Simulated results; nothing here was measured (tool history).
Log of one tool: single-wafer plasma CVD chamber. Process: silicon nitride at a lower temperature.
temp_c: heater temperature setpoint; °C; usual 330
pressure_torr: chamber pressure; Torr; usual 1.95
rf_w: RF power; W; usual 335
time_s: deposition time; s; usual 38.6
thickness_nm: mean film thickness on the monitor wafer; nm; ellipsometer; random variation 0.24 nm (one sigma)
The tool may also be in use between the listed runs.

run    hour  temp_c  pressure_torr  rf_w  time_s  read-back reference wafer on the same gauge, thickness_nm  thickness_nm
  1       0     330           1.95   335    38.6                                                     44.454        53.189
  2    45.5     330           1.95   335    38.6                                                     44.534         52.61
  3    99.3     340           1.95   335    38.6                                                     44.494        52.116
  4     155     330           1.95   335    38.6                                                     44.515         52.61
  5   196.8     324           1.95   335    38.6                                                     44.487        52.867
  6   234.7     324           1.95   335    38.6                                                     44.451        52.771
  7   276.1     324           1.95   335    38.6                                                      44.52        52.719
  8   303.8     330           2.16   335    38.6                                                     44.497        53.781
        351  -- RF generator calibrated
        374  -- thermocouple changed; heater temperature recalibrated
  9   374.5     330           2.16   335    38.6                                                     44.489        56.209
 10   412.8     330           2.16   335    38.6                                                       44.5        56.296
 11     462     330           1.95   305    38.6                                                     44.485        51.972
 12   489.7     330           1.95   305    38.6                                                     44.511        52.091
      510.2  -- gauge calibrated
 13   544.1     330           1.95   305    38.6                                                     44.499        51.755
 14   606.1     321           1.46   280    38.6                                                     44.501        46.057
 15   650.3     344           1.95   335    38.6                                                     44.548        54.675
 16     692     322           1.95   275    44.1                                                     44.486        55.595
      716.7  -- showerhead replaced
 17   730.9     330           1.95   370    38.6                                                     44.546        58.537
 18   782.3     330           1.69   360    32.6                                                     44.515        47.147
      804.7  -- capacitance manometer re-zeroed and calibrated
 19   825.5     341           1.79   365    42.5                                                     44.481        62.039
 20   859.8     330           1.95   305    38.6                                                     44.479        51.602
 21   910.9     315           2.32   370    45.9                                                     44.523        72.551
 22   948.9     341            2.3   335    38.6                                                     44.498        56.505
 23   976.9     330           1.72   335    38.6                                                     44.515        53.254
 24  1004.5     330           1.95   400    33.3                                                     44.476        52.628
 25  1060.6     330           2.09   335    42.6                                                     44.523        61.027
 26  1091.4     324           1.95   335    38.6                                                     44.509        54.706
 27  1148.1     341           2.23   335    34.7                                                      44.48        50.719

Forecast each of these 3 alternatives for the next run:
  A  1148.5     330           1.95   335    36.3                                                          ?             ?
  B  1148.5     342           1.68   335    38.6                                                          ?             ?
  C  1148.5     330           1.95   385    35.1                                                          ?             ?

run  read-back reference wafer on the same gauge, thickness_nm  thickness_nm
  A                                                     44.516         51.02
  B                                                     44.516        52.134
  C                                                     44.516         53.75
Without the tool's hidden state the same runs would have given:
run  thickness_nm
  A        52.038
  B        53.174
  C          54.8

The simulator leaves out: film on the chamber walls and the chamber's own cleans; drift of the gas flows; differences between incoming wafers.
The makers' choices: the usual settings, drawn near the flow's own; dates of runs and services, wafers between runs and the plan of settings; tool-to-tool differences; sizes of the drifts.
